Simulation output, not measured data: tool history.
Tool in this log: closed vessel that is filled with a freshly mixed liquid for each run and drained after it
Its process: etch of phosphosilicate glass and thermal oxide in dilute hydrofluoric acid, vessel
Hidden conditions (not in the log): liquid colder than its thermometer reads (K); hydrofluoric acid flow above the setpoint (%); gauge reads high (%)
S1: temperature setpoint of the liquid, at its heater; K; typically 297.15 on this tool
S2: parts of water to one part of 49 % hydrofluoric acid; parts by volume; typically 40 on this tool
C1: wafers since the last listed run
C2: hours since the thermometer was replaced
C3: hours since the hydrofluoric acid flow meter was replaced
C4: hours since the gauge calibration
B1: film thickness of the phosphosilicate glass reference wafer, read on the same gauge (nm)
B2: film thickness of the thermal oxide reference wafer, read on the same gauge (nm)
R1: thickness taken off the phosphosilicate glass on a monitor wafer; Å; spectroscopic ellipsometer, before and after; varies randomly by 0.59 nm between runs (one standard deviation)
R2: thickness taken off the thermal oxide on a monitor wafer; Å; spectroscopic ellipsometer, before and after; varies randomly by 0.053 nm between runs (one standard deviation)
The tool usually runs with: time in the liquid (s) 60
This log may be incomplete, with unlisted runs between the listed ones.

run 1 day=0.000 | S1=297.15 S2=40 time_in_the_liquid_(s)=60 | C1=0 C2=233.9 C3=671.5 C4=827.8 | B1=51.84 B2=72.58 | R1=1065.9 R2=81.5
run 2 day=0.742 | S1=297.15 S2=55 time_in_the_liquid_(s)=60 | C1=1551 C2=251.7 C3=689.3 C4=845.6 | B1=51.88 B2=72.60 | R1=771.5 R2=58.1
run 3 day=2.212 | S1=297.15 S2=55 time_in_the_liquid_(s)=60 | C1=3077 C2=287.0 C3=724.6 C4=880.9 | B1=51.87 B2=72.62 | R1=758.9 R2=57.8
run 4 day=3.275 | S1=297.15 S2=55 time_in_the_liquid_(s)=60 | C1=2223 C2=312.5 C3=750.1 C4=906.4 | B1=51.88 B2=72.64 | R1=762.2 R2=58.9
run 5 day=4.517 | S1=297.15 S2=40 time_in_the_liquid_(s)=60 | C1=2598 C2=342.3 C3=779.9 C4=936.2 | B1=51.92 B2=72.65 | R1=1069.6 R2=82.1
run 6 day=5.900 | S1=297.15 S2=40 time_in_the_liquid_(s)=60 | C1=2894 C2=375.5 C3=813.1 C4=969.4 | B1=51.89 B2=72.66 | R1=1066.8 R2=81.8
-- day=6.212 gauge calibrated
run 7 day=8.333 | S1=297.15 S2=40 time_in_the_liquid_(s)=60 | C1=5091 C2=433.9 C3=871.5 C4=50.9 | B1=50.24 B2=70.34 | R1=1028.0 R2=79.6
run 8 day=11.012 | S1=297.15 S2=40 time_in_the_liquid_(s)=60 | C1=5605 C2=498.2 C3=935.8 C4=115.2 | B1=50.56 B2=70.77 | R1=1037.0 R2=79.7
run 9 day=14.738 | S1=297.15 S2=40 time_in_the_liquid_(s)=60 | C1=7794 C2=587.6 C3=1025.2 C4=204.6 | B1=50.87 B2=71.25 | R1=1048.7 R2=79.8
run 10 day=15.283 | S1=297.15 S2=40 time_in_the_liquid_(s)=60 | C1=1142 C2=600.7 C3=1038.3 C4=217.7 | B1=50.94 B2=71.33 | R1=1045.5 R2=80.0
run 11 day=15.808 | S1=297.15 S2=40 time_in_the_liquid_(s)=60 | C1=1098 C2=613.3 C3=1050.9 C4=230.3 | B1=50.99 B2=71.38 | R1=1052.5 R2=80.4
run 12 day=16.521 | S1=298.65 S2=50 time_in_the_liquid_(s)=85 | C1=1490 C2=630.4 C3=1068.0 C4=247.4 | B1=51.02 B2=71.43 | R1=1256.3 R2=95.7
run 13 day=17.600 | S1=299.15 S2=55 time_in_the_liquid_(s)=50 | C1=2258 C2=656.3 C3=1093.9 C4=273.3 | B1=51.10 B2=71.52 | R1=674.7 R2=52.2
run 14 day=18.792 | S1=297.15 S2=40 time_in_the_liquid_(s)=60 | C1=2493 C2=684.9 C3=1122.5 C4=301.9 | B1=51.18 B2=71.66 | R1=1050.9 R2=80.8
run 15 day=20.100 | S1=297.15 S2=40 time_in_the_liquid_(s)=40 | C1=2737 C2=716.3 C3=1153.9 C4=333.3 | B1=51.26 B2=71.75 | R1=704.8 R2=53.6
run 16 day=21.092 | S1=295.65 S2=40 time_in_the_liquid_(s)=50 | C1=2074 C2=740.1 C3=1177.7 C4=357.1 | B1=51.31 B2=71.81 | R1=824.0 R2=64.1
-- day=22.050 thermometer replaced
-- day=24.192 hydrofluoric acid flow meter replaced
run 17 day=24.554 | S1=294.15 S2=40 time_in_the_liquid_(s)=60 | C1=7070 C2=60.1 C3=8.7 C4=440.2 | B1=51.43 B2=72.04 | R1=941.9 R2=71.3
run 18 day=25.058 | S1=300.65 S2=40 time_in_the_liquid_(s)=35 | C1=1054 C2=72.2 C3=20.8 C4=452.3 | B1=51.48 B2=72.06 | R1=714.9 R2=55.1
run 19 day=26.254 | S1=300.65 S2=40 time_in_the_liquid_(s)=60 | C1=2502 C2=100.9 C3=49.5 C4=481.0 | B1=51.50 B2=72.12 | R1=1215.8 R2=94.7
run 20 day=27.129 | S1=301.15 S2=55 time_in_the_liquid_(s)=30 | C1=1830 C2=121.9 C3=70.5 C4=502.0 | B1=51.57 B2=72.18 | R1=449.8 R2=34.1
run 21 day=27.933 | S1=297.15 S2=25 time_in_the_liquid_(s)=60 | C1=1682 C2=141.2 C3=89.8 C4=521.3 | B1=51.58 B2=72.20 | R1=1737.3 R2=133.2
run 22 day=28.592 | S1=297.15 S2=45 time_in_the_liquid_(s)=60 | C1=1377 C2=157.0 C3=105.6 C4=537.1 | B1=51.63 B2=72.24 | R1=938.1 R2=72.2
run 23 day=29.104 | S1=297.15 S2=40 time_in_the_liquid_(s)=60 | C1=1072 C2=169.3 C3=117.9 C4=549.4 | B1=51.61 B2=72.25 | R1=1059.0 R2=82.6
run 24 day=29.829 | S1=292.15 S2=40 time_in_the_liquid_(s)=30 | C1=1516 C2=186.7 C3=135.3 C4=566.8 | B1=51.64 B2=72.27 | R1=426.3 R2=32.9
run 25 day=31.279 | S1=294.15 S2=40 time_in_the_liquid_(s)=90 | C1=3033 C2=221.5 C3=170.1 C4=601.6 | B1=51.68 B2=72.31 | R1=1418.0 R2=107.6
run 26 day=32.767 | S1=300.65 S2=25 time_in_the_liquid_(s)=35 | C1=3112 C2=257.2 C3=205.8 C4=637.3 | B1=51.66 B2=72.36 | R1=1168.4 R2=90.7
run 27 day=33.967 | S1=297.15 S2=50 time_in_the_liquid_(s)=60 | C1=2510 C2=286.0 C3=234.6 C4=666.1 | B1=51.69 B2=72.40 | R1=846.9 R2=63.8

Consider 3 possible next runs. They are alternatives, not a sequence: every one starts from the tool as it was left by run 27. What does each give?
run A day=33.996 | S1=297.15 S2=40 time_in_the_liquid_(s)=60 | C1=61 C2=286.7 C3=235.3 C4=666.8 | B1=? B2=? | R1=? R2=?
run B day=33.996 | S1=297.15 S2=35 time_in_the_liquid_(s)=40 | C1=61 C2=286.7 C3=235.3 C4=666.8 | B1=? B2=? | R1=? R2=?
run C day=33.996 | S1=292.65 S2=50 time_in_the_liquid_(s)=80 | C1=61 C2=286.7 C3=235.3 C4=666.8 | B1=? B2=? | R1=? R2=?

run=A B1=51.71 B2=72.38 R1=1060.3 R2=81.3
run=B B1=51.71 B2=72.38 R1=813.3 R2=62.4
run=C B1=51.71 B2=72.38 R1=924.3 R2=70.9
Had the tool no hidden state, the same runs would have come out as:
run=A R1=1025.1 R2=78.7
run=B R1=786.3 R2=60.3
run=C R1=893.6 R2=68.6

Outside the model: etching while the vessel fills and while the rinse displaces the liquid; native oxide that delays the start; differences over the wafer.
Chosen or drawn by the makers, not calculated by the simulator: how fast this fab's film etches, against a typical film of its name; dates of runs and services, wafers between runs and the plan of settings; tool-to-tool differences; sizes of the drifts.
